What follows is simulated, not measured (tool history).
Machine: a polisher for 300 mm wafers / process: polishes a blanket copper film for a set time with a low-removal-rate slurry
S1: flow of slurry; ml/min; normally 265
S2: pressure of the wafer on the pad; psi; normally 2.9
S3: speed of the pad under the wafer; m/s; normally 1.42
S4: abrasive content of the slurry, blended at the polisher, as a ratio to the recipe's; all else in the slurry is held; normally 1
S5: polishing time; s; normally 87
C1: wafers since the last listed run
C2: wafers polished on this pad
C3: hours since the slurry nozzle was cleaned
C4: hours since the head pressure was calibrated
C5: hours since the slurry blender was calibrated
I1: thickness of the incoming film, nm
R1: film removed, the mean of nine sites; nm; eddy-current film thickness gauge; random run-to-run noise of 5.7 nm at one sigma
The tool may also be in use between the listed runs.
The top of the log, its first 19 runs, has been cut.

-- day=64.058 slurry blender recalibrated
run 20 day=64.696 | S1=185 S2=2.9 S3=1.22 S4=1 S5=87 | C1=734 C2=3762 C3=197.8 C4=270.7 C5=15.3 | I1=1156.1 | R1=304.5
run 21 day=67.221 | S1=265 S2=2.9 S3=1.42 S4=0.8 S5=98 | C1=694 C2=4456 C3=258.4 C4=331.3 C5=75.9 | I1=1164.6 | R1=403.5
run 22 day=69.333 | S1=265 S2=2.3 S3=1.42 S4=1 S5=87 | C1=580 C2=5037 C3=309.1 C4=382 C5=126.6 | I1=1140.7 | R1=284.8
-- day=71.117 worn pad replaced by a new one
run 23 day=71.138 | S1=300 S2=2.9 S3=1.42 S4=1 S5=87 | C1=450 C2=5 C3=352.4 C4=425.3 C5=169.9 | I1=1159.4 | R1=409
run 24 day=75.058 | S1=265 S2=2.1 S3=1.42 S4=1.2 S5=62 | C1=1078 C2=1083 C3=446.5 C4=519.4 C5=264 | I1=1172.2 | R1=217
run 25 day=78.375 | S1=310 S2=2.9 S3=1.16 S4=1.25 S5=67 | C1=911 C2=1995 C3=526.1 C4=599 C5=343.6 | I1=1162.3 | R1=271.3
-- day=79.9 slurry nozzle cleaned
run 26 day=80.012 | S1=310 S2=2.5 S3=1.42 S4=1.1 S5=87 | C1=438 C2=2434 C3=2.7 C4=638.3 C5=382.9 | I1=1162.3 | R1=351.2
-- day=80.138 slurry blender recalibrated
run 27 day=82.375 | S1=225 S2=2.9 S3=1.42 S4=1.1 S5=87 | C1=626 C2=3060 C3=59.4 C4=695 C5=53.7 | I1=1159.3 | R1=380
run 28 day=84.888 | S1=265 S2=2.9 S3=1.1 S4=0.8 S5=113 | C1=690 C2=3751 C3=119.7 C4=755.3 C5=114 | I1=1182 | R1=367.4
run 29 day=87.912 | S1=265 S2=2.3 S3=1.42 S4=1 S5=87 | C1=831 C2=4583 C3=192.3 C4=827.9 C5=186.6 | I1=1144.1 | R1=291.7
-- day=88.7 worn pad replaced by a new one
run 30 day=90.904 | S1=265 S2=2.9 S3=1.42 S4=1 S5=87 | C1=776 C2=605 C3=264.1 C4=899.7 C5=258.4 | I1=1155 | R1=401.2

What if the next run were any one of these 3? Each begins from the tool's condition after run 30:
run A day=90.921 | S1=265 S2=2.9 S3=1.42 S4=1 S5=87 | C1=4 C2=610 C3=264.5 C4=900.1 C5=258.8 | I1=1148 | R1=?
run B day=90.921 | S1=300 S2=2.9 S3=1.42 S4=0.75 S5=64 | C1=4 C2=610 C3=264.5 C4=900.1 C5=258.8 | I1=1148 | R1=?
run C day=90.921 | S1=265 S2=2.6 S3=0.94 S4=0.75 S5=115 | C1=4 C2=610 C3=264.5 C4=900.1 C5=258.8 | I1=1148 | R1=?

run=A R1=399.8
run=B R1=283.5
run=C R1=298.5
With no hidden state in the tool, these same runs would have given:
run=A R1=404.1
run=B R1=286.6
run=C R1=301.7

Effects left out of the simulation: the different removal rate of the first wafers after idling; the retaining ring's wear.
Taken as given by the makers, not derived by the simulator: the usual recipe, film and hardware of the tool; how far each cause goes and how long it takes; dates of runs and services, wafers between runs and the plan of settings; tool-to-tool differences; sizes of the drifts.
